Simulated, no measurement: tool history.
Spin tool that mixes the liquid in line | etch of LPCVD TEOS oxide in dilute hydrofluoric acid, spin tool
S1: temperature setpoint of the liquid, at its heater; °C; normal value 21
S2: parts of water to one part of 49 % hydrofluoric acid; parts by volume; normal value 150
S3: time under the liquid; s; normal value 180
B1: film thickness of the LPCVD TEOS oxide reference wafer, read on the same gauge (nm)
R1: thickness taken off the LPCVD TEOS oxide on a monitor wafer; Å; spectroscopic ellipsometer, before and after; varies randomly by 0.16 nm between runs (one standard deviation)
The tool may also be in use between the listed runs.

run	hour	S1	S2	S3	B1	R1
1	0	21	150	180	50.03	161.3
2	35	21	150	180	50.01	161.2
3	92.6	21	150	180	50.05	160.5
4	163.9	21	150	180	50.02	157.4
5	221.4	21	150	180	50.01	162.4
6	250.8	24	150	180	49.96	184.1
7	319.6	21	150	180	49.97	159.4
8	356	21	150	180	50	157.9
9	417.7	21	150	180	50.01	159.7
10	472.6	21	205	180	50	110.3
11	542.2	21	150	245	49.99	216.8
# hour 547.9: gauge calibrated
# hour 569.2: hydrofluoric acid flow meter replaced
12	591	21	200	180	49.98	113.8
13	632.5	23	150	150	50.03	141.8
14	681.7	19.5	150	180	50.01	148.7
15	717.7	22.5	170	275	49.99	220.8
16	754.5	21	150	180	50.03	157.3
17	819.1	17	185	260	50.05	149.1
18	852.7	21	150	180	50.02	156.9
# hour 895.7: thermometer replaced
19	923.9	21	150	180	50	172.3
20	950.9	21	190	240	50.03	177.2
21	1003.8	21	150	180	50.02	177
22	1028.6	21	150	95	49.98	93.1
23	1094.4	21	150	255	50.01	245.3
24	1280.5	21	185	215	49.95	162.4
25	1318.8	24	85	85	49.99	174.3

Here are 3 independent what-if runs from the current tool condition. What would each one return?
A	1319.3	21	150	240	?	?
B	1319.3	21	200	145	?	?
C	1319.3	18	175	180	?	?

run	B1	R1
A	50	231.6
B	50	99.7
C	50	128.8
Without the tool's unlogged condition, the same runs would have read:
run	R1
A	235.9
B	101.5
C	131.3

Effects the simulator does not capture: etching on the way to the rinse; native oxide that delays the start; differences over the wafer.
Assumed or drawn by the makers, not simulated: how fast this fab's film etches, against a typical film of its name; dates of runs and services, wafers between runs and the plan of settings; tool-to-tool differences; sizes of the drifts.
